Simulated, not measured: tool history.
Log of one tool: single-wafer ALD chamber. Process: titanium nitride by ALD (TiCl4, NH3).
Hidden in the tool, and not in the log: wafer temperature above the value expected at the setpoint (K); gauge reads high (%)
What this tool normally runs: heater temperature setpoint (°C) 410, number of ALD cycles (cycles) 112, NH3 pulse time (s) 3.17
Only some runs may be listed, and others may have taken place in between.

run	hour	heater temperature setpoint (°C)	number of ALD cycles (cycles)	NH3 pulse time (s)	wafers since the last listed run	hours since the last thermocouple change	hours since the showerhead was replaced	hours since the gauge calibration	read-back reference wafer on the same gauge, thickness_nm	mean film thickness on the monitor wafer (nm)
1	0.0	410	112	3.17	0	1128.4	1492.0	582.5	2.966	2.625
2	101.1	410	112	3.17	182	1229.5	1593.1	683.6	2.972	2.634
3	141.3	410	112	3.65	72	1269.7	1633.3	723.8	2.972	2.645
4	238.2	410	112	3.91	174	1366.6	1730.2	820.7	2.980	2.652
5	339.5	410	112	3.17	182	1467.9	1831.5	922.0	2.988	2.650
6	394.1	410	112	3.17	98	1522.5	1886.1	976.6	2.993	2.656
7	473.1	410	100	3.17	142	1601.5	1965.1	1055.6	2.998	2.373
8	523.9	410	100	3.17	91	1652.3	2015.9	1106.4	3.004	2.374
# hour 555.9: gauge calibrated
9	561.1	410	112	3.17	67	1689.5	2053.1	5.2	2.949	2.609
10	632.7	410	112	3.17	129	1761.1	2124.7	76.8	2.947	2.606
11	738.3	410	112	3.17	190	1866.7	2230.3	182.4	2.953	2.607
12	806.4	410	112	3.91	122	1934.8	2298.4	250.5	2.949	2.634
# hour 855.1: thermocouple changed; heater temperature recalibrated
13	858.4	399	129	3.62	79	3.3	2350.4	302.5	2.952	3.011
14	926.0	410	112	2.33	122	70.9	2418.0	370.1	2.956	2.595
15	986.7	410	102	3.17	109	131.6	2478.7	430.8	2.956	2.383
16	1033.4	410	112	3.17	84	178.3	2525.4	477.5	2.957	2.625
17	1082.1	410	121	2.45	87	227.0	2574.1	526.2	2.959	2.820
18	1124.2	410	121	2.45	75	269.1	2616.2	568.3	2.961	2.829
19	1197.9	410	112	3.91	133	342.8	2689.9	642.0	2.965	2.635
20	1260.7	424	131	2.33	113	405.6	2752.7	704.8	2.972	3.069
# hour 1281.1: showerhead replaced
21	1541.4	410	112	3.17	492	686.3	260.3	985.5	2.992	2.660
# hour 1596.8: gauge calibrated
22	1640.8	410	112	3.96	179	785.7	359.7	44.0	2.950	2.627
23	1731.5	410	105	3.17	163	876.4	450.4	134.7	2.948	2.461

List, for all runs, the conditions of the tool that the log does not record:
wafer temperature above the value expected at the setpoint (K): 0 at every run
H1: gauge reads high (%)
run	H1
1	0.582
2	0.765
3	0.847
4	1.06
5	1.32
6	1.46
7	1.69
8	1.85
9	-0.0366
10	-0.0281
11	0.0112
12	0.0535
13	0.0948
14	0.16
15	0.23
16	0.291
17	0.361
18	0.427
19	0.555
20	0.677
21	1.36
22	-0.0644
23	-0.0411
